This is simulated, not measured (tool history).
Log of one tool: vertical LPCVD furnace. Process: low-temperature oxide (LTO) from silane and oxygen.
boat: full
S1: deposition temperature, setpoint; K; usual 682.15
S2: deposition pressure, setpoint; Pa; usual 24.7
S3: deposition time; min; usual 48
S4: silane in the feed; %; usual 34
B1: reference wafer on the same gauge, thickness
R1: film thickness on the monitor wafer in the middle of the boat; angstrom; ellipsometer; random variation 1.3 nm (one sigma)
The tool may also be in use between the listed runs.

Run 1, hour 0: usual settings; B1 318.78. Result: R1 3573.5 angstrom.
Run 2, hour 13.1: usual settings; B1 318.85. Result: R1 3548.5 angstrom.
Run 3, hour 40.6: usual settings; B1 318.88. Result: R1 3581.8 angstrom.
Run 4, hour 57.1: usual settings but S3 55.5 min; B1 318.93. Result: R1 4108.4 angstrom.
Run 5, hour 89.6: usual settings; B1 319.36. Result: R1 3556.9 angstrom.
Run 6, hour 102.8: usual settings but S1 687.15 K; B1 318.86. Result: R1 3776.8 angstrom.
Run 7, hour 137.7: usual settings; B1 319.11. Result: R1 3567.5 angstrom.
Run 8, hour 152.4: usual settings but S4 39 %; B1 318.97. Result: R1 4197.2 angstrom.
Run 9, hour 184.5: usual settings; B1 318.71. Result: R1 3579.8 angstrom.
Run 10, hour 218.3: usual settings; B1 318.93. Result: R1 3566.7 angstrom.
At hour 244.6: silane flow controller replaced.
Run 11, hour 245.1: usual settings but S1 672.15 K, S2 21.3 Pa, S3 41.5 min, S4 31 %; B1 318.8. Result: R1 1976.5 angstrom.
Run 12, hour 258.7: usual settings but S2 22 Pa, S3 41.5 min, S4 36 %; B1 318.91. Result: R1 2815.6 angstrom.
Run 13, hour 274.9: usual settings but S2 27.3 Pa, S3 65 min; B1 318.79. Result: R1 5057.6 angstrom.
Run 14, hour 298.5: usual settings but S2 26 Pa, S4 32 %; B1 319.29. Result: R1 3275.5 angstrom.
Run 15, hour 327.1: usual settings but S3 39.5 min; B1 319.27. Result: R1 2783.4 angstrom.
Run 16, hour 346.9: usual settings but S2 22 Pa, S3 30 min; B1 318.8. Result: R1 1886.8 angstrom.
At hour 380.3: pressure gauge zeroed.
Run 17, hour 380.8: usual settings; B1 318.98. Result: R1 3423.3 angstrom.
Run 18, hour 393.6: usual settings but S1 689.15 K, S3 55.5 min; B1 318.83. Result: R1 4255.2 angstrom.
Run 19, hour 407.7: usual settings but S2 30 Pa; B1 319.45. Result: R1 4154.4 angstrom.
At hour 416: gauge calibrated.
Run 20, hour 441.9: usual settings; B1 319.1. Result: R1 3421.9 angstrom.
Run 21, hour 464: usual settings; B1 319. Result: R1 3402.1 angstrom.
At hour 511.8: thermocouples replaced and temperature profile calibrated.
Run 22, hour 512.3: usual settings but S1 672.15 K, S2 19.3 Pa, S3 30 min, S4 32 %; B1 319.04. Result: R1 1376.2 angstrom.
Run 23, hour 521.3: usual settings but S2 22.7 Pa, S3 57 min; B1 318.93. Result: R1 3737.8 angstrom.
Run 24, hour 544: usual settings but S2 22.7 Pa, S4 32 %; B1 319.03. Result: R1 2925.7 angstrom.
Run 25, hour 556.5: usual settings; B1 319.11. Result: R1 3415.1 angstrom.
Run 26, hour 578.8: usual settings but S1 677.15 K, S2 26.7 Pa, S3 55 min, S4 38 %; B1 318.86. Result: R1 4664.6 angstrom.
Run 27, hour 607.5: usual settings but S1 675.15 K, S2 22.7 Pa, S3 55.5 min; B1 318.77. Result: R1 3365.5 angstrom.
Run 28, hour 620.2: usual settings but S1 686.15 K, S2 30.7 Pa, S4 36 %; B1 318.6. Result: R1 4789.7 angstrom.
Run 29, hour 655.7: usual settings but S2 27.3 Pa; B1 319.07. Result: R1 3835.2 angstrom.
Run 30, hour 672.9: usual settings; B1 318.9. Result: R1 3454.8 angstrom.
Run 31, hour 769.9: usual settings; B1 318.99. Result: R1 3437 angstrom.

What the log doesn't show, run by run:
true tube temperature minus thermocouple reading, K: 0 in every run
true pressure minus gauge reading, mTorr: 0 in every run
gauge reads high (%): 0 in every run
H1: deviation of the silane flow from its setpoint, %
run       H1
  1     6.24
  2     6.24
  3     6.25
  4     6.26
  5     6.27
  6     6.27
  7     6.29
  8     6.29
  9      6.3
 10     6.31
 11   -0.217
 12   -0.129
 13  -0.0246
 14    0.124
 15    0.298
 16    0.416
 17    0.613
 18    0.685
 19    0.764
 20     0.95
 21     1.07
 22     1.31
 23     1.36
 24     1.47
 25     1.53
 26     1.63
 27     1.76
 28     1.82
 29     1.97
 30     2.05
 31     2.44

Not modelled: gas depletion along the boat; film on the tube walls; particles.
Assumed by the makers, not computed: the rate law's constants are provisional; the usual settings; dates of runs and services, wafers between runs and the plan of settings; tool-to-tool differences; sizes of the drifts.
